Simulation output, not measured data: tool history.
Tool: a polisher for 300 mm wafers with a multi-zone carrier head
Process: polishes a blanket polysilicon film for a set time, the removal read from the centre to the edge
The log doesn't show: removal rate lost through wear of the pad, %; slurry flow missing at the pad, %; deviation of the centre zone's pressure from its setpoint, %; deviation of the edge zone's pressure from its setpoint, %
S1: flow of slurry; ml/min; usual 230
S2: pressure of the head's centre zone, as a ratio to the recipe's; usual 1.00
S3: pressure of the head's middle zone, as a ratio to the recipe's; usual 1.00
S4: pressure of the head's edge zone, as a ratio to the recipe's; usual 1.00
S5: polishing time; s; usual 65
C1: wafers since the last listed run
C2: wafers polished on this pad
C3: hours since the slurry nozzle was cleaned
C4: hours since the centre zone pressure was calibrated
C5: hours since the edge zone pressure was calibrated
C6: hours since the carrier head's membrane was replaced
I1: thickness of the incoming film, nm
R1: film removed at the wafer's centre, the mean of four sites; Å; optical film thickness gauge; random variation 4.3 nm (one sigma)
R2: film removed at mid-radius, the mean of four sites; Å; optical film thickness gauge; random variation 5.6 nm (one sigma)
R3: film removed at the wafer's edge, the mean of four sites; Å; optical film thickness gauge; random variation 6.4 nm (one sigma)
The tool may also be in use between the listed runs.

Run 1, day 0.000: usual settings but S3 0.95; C1 0; C2 383; C3 171.3; C4 751.8; C5 478.0; C6 1630.1; I1 1492.8. Result: R1 3957 Å, R2 4250 Å, R3 4393 Å.
Run 2, day 0.708: usual settings; C1 220; C2 603; C3 188.3; C4 768.8; C5 495.0; C6 1647.1; I1 1533.6. Result: R1 3953 Å, R2 4479 Å, R3 4384 Å.
Run 3, day 1.288: usual settings; C1 180; C2 783; C3 202.2; C4 782.7; C5 508.9; C6 1661.0; I1 1506.2. Result: R1 4010 Å, R2 4391 Å, R3 4538 Å.
At day 1.879: slurry nozzle cleaned.
At day 1.979: worn pad replaced by a new one.
Run 4, day 2.725: usual settings; C1 402; C2 231; C3 20.3; C4 817.2; C5 543.4; C6 1695.5; I1 1505.5. Result: R1 3951 Å, R2 4446 Å, R3 4402 Å.
Run 5, day 3.446: usual settings but S1 285 ml/min, S5 58 s; C1 224; C2 455; C3 37.6; C4 834.5; C5 560.7; C6 1712.8; I1 1519.3. Result: R1 3646 Å, R2 4056 Å, R3 3957 Å.
At day 4.604: worn pad replaced by a new one.
Run 6, day 4.625: usual settings but S1 285 ml/min, S5 58 s; C1 314; C2 7; C3 65.9; C4 862.8; C5 589.0; C6 1741.1; I1 1504.9. Result: R1 3655 Å, R2 3983 Å, R3 3968 Å.
Run 7, day 5.283: usual settings but S1 285 ml/min, S5 58 s; C1 204; C2 211; C3 81.7; C4 878.6; C5 604.8; C6 1756.9; I1 1506.2. Result: R1 3602 Å, R2 4083 Å, R3 3944 Å.
Run 8, day 6.175: usual settings but S3 0.91; C1 277; C2 488; C3 103.1; C4 900.0; C5 626.2; C6 1778.3; I1 1492.2. Result: R1 4008 Å, R2 4096 Å, R3 4321 Å.
At day 7.104: carrier head's membrane replaced by a new one.
At day 7.217: worn pad replaced by a new one.
Run 9, day 7.238: usual settings but S1 275 ml/min; C1 230; C2 7; C3 128.6; C4 925.5; C5 651.7; C6 3.2; I1 1505.3. Result: R1 4136 Å, R2 4525 Å, R3 4446 Å.
Run 10, day 8.396: usual settings; C1 360; C2 367; C3 156.4; C4 953.3; C5 679.5; C6 31.0; I1 1502.7. Result: R1 3972 Å, R2 4419 Å, R3 4419 Å.
At day 8.696: centre zone pressure recalibrated.
Run 11, day 8.908: usual settings but S1 200 ml/min, S2 1.12; C1 133; C2 500; C3 168.7; C4 5.1; C5 691.8; C6 43.3; I1 1502.6. Result: R1 4978 Å, R2 4303 Å, R3 4276 Å.
Run 12, day 9.483: usual settings; C1 178; C2 679; C3 182.5; C4 18.9; C5 705.6; C6 57.1; I1 1496.1. Result: R1 4554 Å, R2 4342 Å, R3 4477 Å.
At day 9.850: edge zone pressure recalibrated.
At day 10.125: slurry nozzle cleaned.
At day 10.621: worn pad replaced by a new one.
Run 13, day 10.642: usual settings but S1 285 ml/min, S3 0.93; C1 269; C2 7; C3 12.4; C4 46.7; C5 19.0; C6 84.9; I1 1485.7. Result: R1 4514 Å, R2 4233 Å, R3 4603 Å.
Run 14, day 11.050: usual settings but S1 270 ml/min, S3 1.11, S4 1.06; C1 126; C2 134; C3 22.2; C4 56.5; C5 28.8; C6 94.7; I1 1488.7. Result: R1 4494 Å, R2 4910 Å, R3 4629 Å.
Run 15, day 11.946: usual settings but S3 1.12; C1 278; C2 412; C3 43.7; C4 78.0; C5 50.3; C6 116.2; I1 1514.4. Result: R1 4328 Å, R2 4933 Å, R3 4412 Å.
Run 16, day 13.050: usual settings but S1 155 ml/min, S3 0.91; C1 343; C2 755; C3 70.2; C4 104.5; C5 76.8; C6 142.7; I1 1497.9. Result: R1 4006 Å, R2 3890 Å, R3 4313 Å.
At day 13.325: worn pad replaced by a new one.
Run 17, day 13.704: usual settings but S3 1.04, S4 0.92; C1 151; C2 117; C3 85.9; C4 120.2; C5 92.5; C6 158.4; I1 1501.3. Result: R1 4430 Å, R2 4488 Å, R3 4360 Å.
Run 18, day 14.254: usual settings but S1 185 ml/min, S2 0.91, S4 1.09, S5 87 s; C1 170; C2 288; C3 99.1; C4 133.4; C5 105.7; C6 171.6; I1 1508.9. Result: R1 4983 Å, R2 5774 Å, R3 5894 Å.
Run 19, day 15.021: usual settings; C1 238; C2 526; C3 117.5; C4 151.8; C5 124.1; C6 190.0; I1 1488.0. Result: R1 4270 Å, R2 4438 Å, R3 4490 Å.

3 ways to go on from here, each from the tool as it stands after run 19. What would each give?
Run A, day 15.038: usual settings; C1 5; C2 532; C3 117.9; C4 152.2; C5 124.5; C6 190.4; I1 1479.2. Result: R1 ?, R2 ?, R3 ?.
Run B, day 15.038: usual settings but S5 77 s; C1 5; C2 532; C3 117.9; C4 152.2; C5 124.5; C6 190.4; I1 1479.2. Result: R1 ?, R2 ?, R3 ?.
Run C, day 15.038: usual settings but S1 160 ml/min, S3 1.07, S4 1.06; C1 5; C2 532; C3 117.9; C4 152.2; C5 124.5; C6 190.4; I1 1479.2. Result: R1 ?, R2 ?, R3 ?.

run    R1    R2    R3
  A  4267  4382  4476
  B  5054  5192  5302
  C  4026  4362  4395
Without the tool's hidden state the same runs would have given:
run    R1    R2    R3
  A  4392  4382  4476
  B  5203  5191  5302
  C  4144  4362  4395

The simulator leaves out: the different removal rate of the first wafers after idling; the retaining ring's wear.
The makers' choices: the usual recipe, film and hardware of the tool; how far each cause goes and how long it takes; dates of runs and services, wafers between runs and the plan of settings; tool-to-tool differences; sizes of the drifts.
